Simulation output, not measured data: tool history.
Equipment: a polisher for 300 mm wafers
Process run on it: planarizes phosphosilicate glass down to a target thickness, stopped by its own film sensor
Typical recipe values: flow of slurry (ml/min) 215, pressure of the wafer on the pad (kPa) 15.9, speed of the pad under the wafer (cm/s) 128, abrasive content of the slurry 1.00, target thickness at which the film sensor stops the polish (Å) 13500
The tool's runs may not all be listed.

run	hour	flow of slurry (ml/min)	pressure of the wafer on the pad (kPa)	speed of the pad under the wafer (cm/s)	abrasive content of the slurry	target thickness at which the film sensor stops the polish (Å)	wafers since the last listed run	wafers polished on this pad	hours since the slurry nozzle was cleaned	hours since the head pressure was calibrated	hours since the slurry blender was calibrated	hours since the conditioning disc was replaced	incoming thickness of the incoming film, nm	time until the film sensor stopped the polish (s)
1	0.0	215	15.9	128	1.00	13500	0	812	120.4	389.2	263.9	16.1	2252.3	128.4
2	52.3	215	15.9	128	1.00	13500	278	1091	172.7	441.5	316.2	68.4	2244.1	129.3
# hour 61.7: worn pad replaced by a new one
3	87.4	215	15.9	128	1.00	13500	165	136	207.8	476.6	351.3	103.5	2263.1	134.2
# hour 106.0: slurry blender recalibrated
4	146.4	215	15.9	128	1.00	13500	303	439	266.8	535.6	40.4	162.5	2206.0	107.7
5	207.3	215	15.9	128	1.00	13500	324	764	327.7	596.5	101.3	223.4	2194.8	110.9
6	231.4	215	15.9	128	1.00	13500	128	892	351.8	620.6	125.4	247.5	2275.3	120.7
# hour 239.2: head pressure recalibrated
7	267.0	215	15.9	128	1.00	13500	178	1071	387.4	27.8	161.0	283.1	2259.6	122.5
# hour 280.1: worn pad replaced by a new one
8	316.3	185	15.9	114	1.00	13500	241	192	436.7	77.1	210.3	332.4	2260.1	142.3
9	368.7	185	15.9	114	1.00	13500	278	471	489.1	129.5	262.7	384.8	2245.8	141.7
10	409.9	215	15.9	128	1.00	13500	219	690	530.3	170.7	303.9	426.0	2234.2	125.6
11	433.9	215	15.9	128	1.00	13500	127	818	554.3	194.7	327.9	450.0	2251.7	133.1
# hour 465.7: conditioning disc replaced and pad reconditioned
12	466.2	215	15.9	128	1.00	13500	161	979	586.6	227.0	360.2	0.5	2205.7	130.9
# hour 500.3: slurry blender recalibrated
13	500.8	215	15.9	128	1.00	13500	173	1153	621.2	261.6	0.5	35.1	2264.5	115.0
# hour 525.0: worn pad replaced by a new one
14	554.4	145	15.9	128	0.80	13500	263	156	674.8	315.2	54.1	88.7	2215.3	134.9
# hour 680.8: slurry nozzle cleaned
# hour 750.0: worn pad replaced by a new one
15	750.5	250	15.9	128	1.00	10490	1017	2	69.7	511.3	250.2	284.8	2254.3	158.0
16	819.8	215	15.9	148	1.00	13500	368	371	139.0	580.6	319.5	354.1	2225.0	114.1
17	848.6	215	15.9	128	1.00	13500	153	524	167.8	609.4	348.3	382.9	2232.2	128.8
18	899.2	215	15.9	128	1.00	13500	269	794	218.4	660.0	398.9	433.5	2219.5	127.3
# hour 902.7: slurry blender recalibrated
# hour 911.1: head pressure recalibrated
# hour 954.1: conditioning disc replaced and pad reconditioned
19	954.7	280	15.9	88	1.00	13500	263	1057	273.9	43.6	52.0	0.6	2262.3	149.9
# hour 984.0: worn pad replaced by a new one
20	1010.4	215	20.0	128	1.00	13500	275	140	329.6	99.3	107.7	56.3	2270.6	96.7
21	1050.3	215	17.2	116	0.75	13500	212	352	369.5	139.2	147.6	96.2	2222.7	136.8
22	1084.1	215	15.9	128	1.00	13500	179	532	403.3	173.0	181.4	130.0	2226.7	117.0
23	1111.4	215	11.0	128	1.00	13500	145	678	430.6	200.3	208.7	157.3	2235.3	176.7
24	1176.3	215	19.3	168	0.80	13500	345	1023	495.5	265.2	273.6	222.2	2206.1	89.7

Measured minus without-hidden-state, run by run (identical run-to-run variation in each term; gauge scatter may differ):
Unlogged tool condition in this case: removal rate lost through wear of the pad, %; slurry flow missing at the pad, %; deviation of the head's pressure from its setpoint, %; abrasive missing from the slurry, %; time polished since the conditioner stopped cutting, s.
run	time until the film sensor stopped the polish (s)
1	+16.4
2	+19.9
3	+23.1
4	+4.6
5	+7.6
6	+9.6
7	+11.7
8	+16.9
9	+20.5
10	+20.8
11	+23.8
12	+25.7
13	+1.7
14	+5.4
15	+19.2
16	+17.8
17	+22.1
18	+25.3
19	+7.0
20	+6.7
21	+13.7
22	+12.0
23	+20.4
24	+14.6
